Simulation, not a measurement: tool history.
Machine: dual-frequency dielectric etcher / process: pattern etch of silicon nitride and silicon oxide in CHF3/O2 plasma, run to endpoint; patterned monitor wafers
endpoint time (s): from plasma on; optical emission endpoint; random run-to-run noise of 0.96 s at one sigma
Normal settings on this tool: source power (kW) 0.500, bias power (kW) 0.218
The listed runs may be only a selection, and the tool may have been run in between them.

run	hour	source power (kW)	bias power (kW)	wafers since the last listed run	hours since the last wet clean	hours since the last source power generator calibration	hours since the last bias power generator calibration	hours since the last upper electrode change	incoming incoming film thickness, nm	endpoint time (s)
1	0.0	0.410	0.218	0	120.1	2306.1	2054.0	4587.9	185.9	117.3
2	50.5	0.410	0.218	462	170.6	2356.6	2104.5	4638.4	187.1	116.7
3	141.5	0.500	0.218	834	261.6	2447.6	2195.5	4729.4	188.1	112.5
4	193.9	0.500	0.218	480	314.0	2500.0	2247.9	4781.8	185.7	111.3
5	262.1	0.590	0.218	625	382.2	2568.2	2316.1	4850.0	185.7	106.2
6	337.2	0.500	0.218	688	457.3	2643.3	2391.2	4925.1	188.4	115.0
7	376.4	0.500	0.218	359	496.5	2682.5	2430.4	4964.3	184.4	111.9
# hour 433.4: wet clean of the chamber
8	466.6	0.500	0.259	606	33.2	2772.7	2520.6	5054.5	187.3	102.5
9	523.8	0.500	0.259	524	90.4	2829.9	2577.8	5111.7	185.6	102.6
# hour 622.2: source power generator calibrated
# hour 642.1: upper electrode replaced
10	642.6	0.500	0.218	869	209.2	20.4	2696.6	0.5	187.9	110.8
# hour 679.2: bias power generator calibrated
11	706.3	0.500	0.218	547	272.9	84.1	27.1	64.2	187.4	111.6
12	807.2	0.500	0.218	924	373.8	185.0	128.0	165.1	182.9	109.6
13	856.8	0.500	0.218	454	423.4	234.6	177.6	214.7	186.0	113.0
14	930.4	0.500	0.218	674	497.0	308.2	251.2	288.3	185.3	113.6
15	1016.3	0.550	0.250	787	582.9	394.1	337.1	374.2	189.3	106.6
16	1071.2	0.600	0.250	503	637.8	449.0	392.0	429.1	188.5	103.5
# hour 1151.2: wet clean of the chamber
17	1151.7	0.500	0.218	517	0.5	529.5	472.5	509.6	187.9	110.4
18	1227.1	0.410	0.218	691	75.9	604.9	547.9	585.0	186.9	118.6
19	1284.2	0.500	0.170	523	133.0	662.0	605.0	642.1	185.1	123.4
20	1377.7	0.600	0.218	857	226.5	755.5	698.5	735.6	187.1	107.0
21	1465.4	0.450	0.218	803	314.2	843.2	786.2	823.3	185.5	118.0
22	1572.4	0.500	0.218	980	421.2	950.2	893.2	930.3	186.2	112.3
23	1653.2	0.590	0.232	740	502.0	1031.0	974.0	1011.1	188.0	107.5
# hour 1745.9: wet clean of the chamber
24	1773.2	0.450	0.218	879	27.3	1151.0	1094.0	1131.1	188.0	115.1
25	1863.9	0.420	0.179	831	118.0	1241.7	1184.7	1221.8	186.3	127.5
26	1932.9	0.400	0.218	632	187.0	1310.7	1253.7	1290.8	187.5	117.0

What if the next run were any one of these 5? Each begins from the tool's condition after run 26:
A	1933.4	0.500	0.192	4	187.5	1311.2	1254.2	1291.3	187.0	?
B	1933.4	0.600	0.268	4	187.5	1311.2	1254.2	1291.3	187.0	?
C	1933.4	0.560	0.218	4	187.5	1311.2	1254.2	1291.3	187.0	?
D	1933.4	0.610	0.204	4	187.5	1311.2	1254.2	1291.3	187.0	?
E	1933.4	0.410	0.253	4	187.5	1311.2	1254.2	1291.3	187.0	?

run	endpoint time (s)
A	119.3
B	97.5
C	108.8
D	108.5
E	113.6
Without the tool's unlogged condition, the same runs would have read:
run	endpoint time (s)
A	117.7
B	96.2
C	107.4
D	107.1
E	112.2
